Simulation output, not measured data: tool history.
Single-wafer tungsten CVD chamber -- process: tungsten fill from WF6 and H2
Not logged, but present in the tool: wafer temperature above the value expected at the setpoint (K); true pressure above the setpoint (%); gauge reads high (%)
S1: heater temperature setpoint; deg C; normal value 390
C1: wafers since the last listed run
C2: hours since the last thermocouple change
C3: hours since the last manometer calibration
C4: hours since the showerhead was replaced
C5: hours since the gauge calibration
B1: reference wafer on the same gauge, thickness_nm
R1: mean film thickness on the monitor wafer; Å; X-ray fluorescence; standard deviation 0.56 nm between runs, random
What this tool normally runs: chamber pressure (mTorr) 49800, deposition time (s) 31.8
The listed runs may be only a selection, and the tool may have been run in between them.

{"run": 1, "hour": 0.0, "S1": 390, "chamber pressure (mTorr)": 49800, "deposition time (s)": 31.8, "C1": 0, "C2": 1034.5, "C3": 663.9, "C4": 6284.8, "C5": 491.1, "B1": 88.555, "R1": 1042.9}
{"run": 2, "hour": 89.6, "S1": 390, "chamber pressure (mTorr)": 49800, "deposition time (s)": 31.8, "C1": 2475, "C2": 1124.1, "C3": 753.5, "C4": 6374.4, "C5": 580.7, "B1": 88.307, "R1": 1038.82}
{"run": 3, "hour": 127.7, "S1": 390, "chamber pressure (mTorr)": 49800, "deposition time (s)": 31.8, "C1": 1052, "C2": 1162.2, "C3": 791.6, "C4": 6412.5, "C5": 618.8, "B1": 88.137, "R1": 1039.96}
{"run": 4, "hour": 174.4, "S1": 390, "chamber pressure (mTorr)": 49800, "deposition time (s)": 31.8, "C1": 1290, "C2": 1208.9, "C3": 838.3, "C4": 6459.2, "C5": 665.5, "B1": 88.106, "R1": 1028.04}
{"run": 5, "hour": 258.1, "S1": 381, "chamber pressure (mTorr)": 49800, "deposition time (s)": 35.4, "C1": 2312, "C2": 1292.6, "C3": 922, "C4": 6542.9, "C5": 749.2, "B1": 87.709, "R1": 985.2}
{"run": 6, "hour": 359.8, "S1": 381, "chamber pressure (mTorr)": 49800, "deposition time (s)": 35.4, "C1": 2810, "C2": 1394.3, "C3": 1023.7, "C4": 6644.6, "C5": 850.9, "B1": 87.442, "R1": 976.04}
{"run": 7, "hour": 406.0, "S1": 381, "chamber pressure (mTorr)": 49800, "deposition time (s)": 35.4, "C1": 1276, "C2": 1440.5, "C3": 1069.9, "C4": 6690.8, "C5": 897.1, "B1": 87.261, "R1": 983.92}
{"run": 8, "hour": 511.6, "S1": 390, "chamber pressure (mTorr)": 49800, "deposition time (s)": 30.5, "C1": 2918, "C2": 1546.1, "C3": 1175.5, "C4": 6796.4, "C5": 1002.7, "B1": 87.118, "R1": 988.01}
{"run": 9, "hour": 557.3, "S1": 395, "chamber pressure (mTorr)": 49800, "deposition time (s)": 27.7, "C1": 1262, "C2": 1591.8, "C3": 1221.2, "C4": 6842.1, "C5": 1048.4, "B1": 86.859, "R1": 971.6}
{"run": 10, "hour": 612.1, "S1": 381, "chamber pressure (mTorr)": 44600, "deposition time (s)": 35.9, "C1": 1514, "C2": 1646.6, "C3": 1276, "C4": 6896.9, "C5": 1103.2, "B1": 86.795, "R1": 949.98}
{"hour": 659.5, "done": "gauge calibrated"}
{"run": 11, "hour": 712.2, "S1": 380, "chamber pressure (mTorr)": 49800, "deposition time (s)": 31.8, "C1": 2766, "C2": 1746.7, "C3": 1376.1, "C4": 6997, "C5": 52.7, "B1": 88.746, "R1": 879.71}
{"hour": 728.3, "done": "showerhead replaced"}
{"run": 12, "hour": 763.3, "S1": 395, "chamber pressure (mTorr)": 49800, "deposition time (s)": 31.8, "C1": 1190, "C2": 1797.8, "C3": 1427.2, "C4": 35, "C5": 103.8, "B1": 88.58, "R1": 1138.97}
{"run": 13, "hour": 934.5, "S1": 390, "chamber pressure (mTorr)": 49800, "deposition time (s)": 29.9, "C1": 4730, "C2": 1969, "C3": 1598.4, "C4": 206.2, "C5": 275, "B1": 88.05, "R1": 975.97}
{"run": 14, "hour": 975.8, "S1": 379, "chamber pressure (mTorr)": 39700, "deposition time (s)": 34.3, "C1": 1141, "C2": 2010.3, "C3": 1639.7, "C4": 247.5, "C5": 316.3, "B1": 88.116, "R1": 870.84}
{"hour": 989.9, "done": "capacitance manometer re-zeroed and calibrated"}
{"run": 15, "hour": 1027.2, "S1": 390, "chamber pressure (mTorr)": 49800, "deposition time (s)": 31.8, "C1": 1199, "C2": 2061.7, "C3": 37.3, "C4": 298.9, "C5": 367.7, "B1": 87.824, "R1": 1036.67}
{"hour": 1123.8, "done": "thermocouple changed; heater temperature recalibrated"}
{"run": 16, "hour": 1124.3, "S1": 376, "chamber pressure (mTorr)": 49800, "deposition time (s)": 31.8, "C1": 2462, "C2": 0.5, "C3": 134.4, "C4": 396, "C5": 464.8, "B1": 87.688, "R1": 806.28}
{"run": 17, "hour": 1407.3, "S1": 390, "chamber pressure (mTorr)": 53800, "deposition time (s)": 31.8, "C1": 7820, "C2": 283.5, "C3": 417.4, "C4": 679, "C5": 747.8, "B1": 86.915, "R1": 1031.44}

Results for each run, recomputed without the tool's hidden state and with each run's random variation untouched:
run=1 R1=1048.62
run=2 R1=1047.57
run=3 R1=1050.02
run=4 R1=1039.57
run=5 R1=998.98
run=6 R1=993.01
run=7 R1=1002.54
run=8 R1=1010.22
run=9 R1=994.95
run=10 R1=974.58
run=11 R1=881.62
run=12 R1=1143.33
run=13 R1=985.18
run=14 R1=880.24
run=15 R1=1049.63
run=16 R1=818.96
run=17 R1=1057.49
